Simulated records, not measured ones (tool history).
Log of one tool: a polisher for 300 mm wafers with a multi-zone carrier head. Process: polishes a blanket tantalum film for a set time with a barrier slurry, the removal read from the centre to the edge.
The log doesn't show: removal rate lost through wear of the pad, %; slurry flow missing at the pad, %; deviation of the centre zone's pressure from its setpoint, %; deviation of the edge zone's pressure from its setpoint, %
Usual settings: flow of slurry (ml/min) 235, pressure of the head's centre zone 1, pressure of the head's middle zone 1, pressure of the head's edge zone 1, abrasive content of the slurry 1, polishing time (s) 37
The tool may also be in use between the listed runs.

| run | hour | flow of slurry (ml/min) | pressure of the head's centre zone | pressure of the head's middle zone | pressure of the head's edge zone | abrasive content of the slurry | polishing time (s) | wafers since the last listed run | wafers polished on this pad | hours since the slurry nozzle was cleaned | hours since the centre zone pressure was calibrated | hours since the edge zone pressure was calibrated | hours since the carrier head's membrane was replaced | incoming thickness of the incoming film, nm | film removed at the wafer's centre (Å) | film removed at mid-radius (Å) | film removed at the wafer's edge (Å) |
|---|---|---|---|---|---|---|---|---|---|---|---|---|---|---|---|---|---|
| 1 | 0 | 235 | 1 | 1 | 1 | 1 | 37 | 0 | 216 | 338.2 | 896.3 | 771.6 | 386.7 | 192.4 | 295 | 288 | 290 |
| 2 | 48.2 | 235 | 1 | 1 | 1 | 1 | 37 | 297 | 514 | 386.4 | 944.5 | 819.8 | 434.9 | 192 | 296 | 286 | 292 |
|  | 61.1 | worn pad replaced by a new one |
| 3 | 71.7 | 235 | 1 | 1 | 1 | 1 | 37 | 120 | 65 | 409.9 | 968 | 843.3 | 458.4 | 190.7 | 304 | 285 | 293 |
| 4 | 87.9 | 235 | 1 | 1 | 1 | 1 | 37 | 100 | 165 | 426.1 | 984.2 | 859.5 | 474.6 | 191.1 | 285 | 289 | 291 |
| 5 | 105.1 | 235 | 1 | 1 | 1 | 1 | 37 | 106 | 271 | 443.3 | 1001.4 | 876.7 | 491.8 | 188.4 | 298 | 286 | 297 |
|  | 142.9 | edge zone pressure recalibrated |
| 6 | 145 | 260 | 1 | 1 | 1 | 1 | 37 | 234 | 505 | 483.2 | 1041.3 | 2.1 | 531.7 | 189.1 | 301 | 288 | 292 |
|  | 155.7 | centre zone pressure recalibrated |
| 7 | 156.2 | 235 | 1 | 1 | 1 | 1 | 40 | 56 | 562 | 494.4 | 0.5 | 13.3 | 542.9 | 191.1 | 317 | 314 | 325 |
|  | 164.2 | slurry nozzle cleaned |
| 8 | 164.7 | 235 | 1 | 1 | 1 | 1 | 40 | 46 | 609 | 0.5 | 9 | 21.8 | 551.4 | 186.8 | 313 | 312 | 311 |
|  | 169.9 | worn pad replaced by a new one |
| 9 | 170.4 | 235 | 1 | 1 | 1 | 1 | 43 | 10 | 2 | 6.2 | 14.7 | 27.5 | 557.1 | 188.5 | 339 | 332 | 341 |
| 10 | 184.3 | 235 | 1 | 1 | 1 | 1 | 37 | 85 | 88 | 20.1 | 28.6 | 41.4 | 571 | 188.2 | 287 | 289 | 288 |
|  | 199.1 | carrier head's membrane replaced by a new one |
| 11 | 201 | 235 | 1 | 1 | 1 | 1 | 37 | 72 | 160 | 36.8 | 45.3 | 58.1 | 1.9 | 192.7 | 300 | 288 | 292 |
| 12 | 212.1 | 235 | 1.09 | 1.1 | 1 | 1 | 37 | 68 | 229 | 47.9 | 56.4 | 69.2 | 13 | 188.1 | 317 | 303 | 289 |
| 13 | 228.1 | 235 | 1.1 | 1 | 0.88 | 1 | 29 | 98 | 328 | 63.9 | 72.4 | 85.2 | 29 | 192.5 | 248 | 227 | 217 |
| 14 | 236.4 | 235 | 1 | 0.91 | 1 | 1.15 | 37 | 51 | 379 | 72.2 | 80.7 | 93.5 | 37.3 | 189.4 | 305 | 289 | 308 |
| 15 | 255.2 | 235 | 0.93 | 0.97 | 1 | 1 | 37 | 116 | 495 | 91 | 99.5 | 112.3 | 56.1 | 191.7 | 269 | 283 | 289 |
|  | 260.3 | worn pad replaced by a new one |
| 16 | 263.4 | 235 | 0.95 | 0.97 | 1 | 1 | 37 | 25 | 19 | 99.2 | 107.7 | 120.5 | 64.3 | 188.6 | 276 | 285 | 291 |

5 ways to go on from here, each from the tool as it stands after run 16. What would each give?
| A | 263.8 | 235 | 1 | 1 | 1 | 1 | 37 | 2 | 21 | 99.6 | 108.1 | 120.9 | 64.7 | 189.5 | ? | ? | ? |
| B | 263.8 | 305 | 1 | 0.96 | 1 | 1.2 | 44 | 2 | 21 | 99.6 | 108.1 | 120.9 | 64.7 | 189.5 | ? | ? | ? |
| C | 263.8 | 235 | 1 | 1.03 | 1 | 1 | 37 | 2 | 21 | 99.6 | 108.1 | 120.9 | 64.7 | 189.5 | ? | ? | ? |
| D | 263.8 | 235 | 1 | 1 | 0.88 | 1 | 37 | 2 | 21 | 99.6 | 108.1 | 120.9 | 64.7 | 189.5 | ? | ? | ? |
| E | 263.8 | 235 | 1 | 1 | 1 | 1 | 33 | 2 | 21 | 99.6 | 108.1 | 120.9 | 64.7 | 189.5 | ? | ? | ? |

| run | film removed at the wafer's centre (Å) | film removed at mid-radius (Å) | film removed at the wafer's edge (Å) |
|---|---|---|---|
| A | 292 | 285 | 296 |
| B | 384 | 366 | 385 |
| C | 292 | 289 | 296 |
| D | 292 | 285 | 279 |
| E | 261 | 254 | 264 |
Without the tool's hidden state the same runs would have given:
| run | film removed at the wafer's centre (Å) | film removed at mid-radius (Å) | film removed at the wafer's edge (Å) |
|---|---|---|---|
| A | 292 | 285 | 296 |
| B | 384 | 366 | 385 |
| C | 292 | 289 | 296 |
| D | 292 | 285 | 279 |
| E | 261 | 254 | 264 |
